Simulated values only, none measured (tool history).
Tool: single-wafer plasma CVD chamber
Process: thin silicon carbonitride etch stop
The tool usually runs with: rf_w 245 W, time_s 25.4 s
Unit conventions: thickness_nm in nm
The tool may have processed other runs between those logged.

run   hour  rf_w  time_s  read-back reference wafer on the same gauge, thickness_nm  thickness_nm
  1    0.0   245    25.4                                                     16.594        14.557
  2    7.8   245    29.0                                                     16.601        16.649
  3   24.8   245    24.3                                                     16.601        13.969
  4   33.8   255    25.4                                                     16.602        14.694
  5   40.8   245    25.4                                                     16.612        14.576
  6   49.8   245    25.4                                                     16.593        14.573
  7   63.4   285    21.9                                                     16.588        12.906
  8   76.1   245    25.4                                                     16.610        14.586
  9   91.0   245    26.5                                                     16.592        15.178
     109.4  -- thermocouple changed; heater temperature recalibrated
     109.8  -- gauge calibrated
 10  109.9   245    26.5                                                     16.608        15.139
 11  114.3   245    25.4                                                     16.598        14.555
     123.2  -- RF generator calibrated
     128.3  -- showerhead replaced
 12  128.8   245    25.4                                                     16.607        14.555
 13  131.2   205    30.0                                                     16.594        16.652
 14  148.8   290    25.4                                                     16.600        14.998
 15  164.0   205    27.2                                                     16.611        15.109
 16  170.8   205    20.8                                                     16.615        11.544
 17  181.2   245    20.6                                                     16.599        11.824
 18  193.4   245    25.4                                                     16.602        14.518
 19  206.3   280    28.8                                                     16.605        16.904
 20  221.6   215    27.3                                                     16.605        15.253
 21  229.1   215    25.4                                                     16.589        14.239
 22  244.7   245    24.3                                                     16.598        13.936
 23  252.3   225    25.4                                                     16.600        14.362
 24  260.3   280    28.8                                                     16.591        16.918
 25  272.3   210    21.9                                                     16.599        12.209

Predict each of these 3 candidate next runs independently; none follows another, all start after run 25:
  A  272.7   260    25.4                                                          ?             ?
  B  272.7   220    29.4                                                          ?             ?
  C  272.7   225    24.0                                                          ?             ?

run  read-back reference wafer on the same gauge, thickness_nm  thickness_nm
  A                                                     16.609        14.719
  B                                                     16.609        16.539
  C                                                     16.609        13.554
Without the tool's hidden state the same runs would have given:
run  thickness_nm
  A        14.719
  B        16.539
  C        13.554
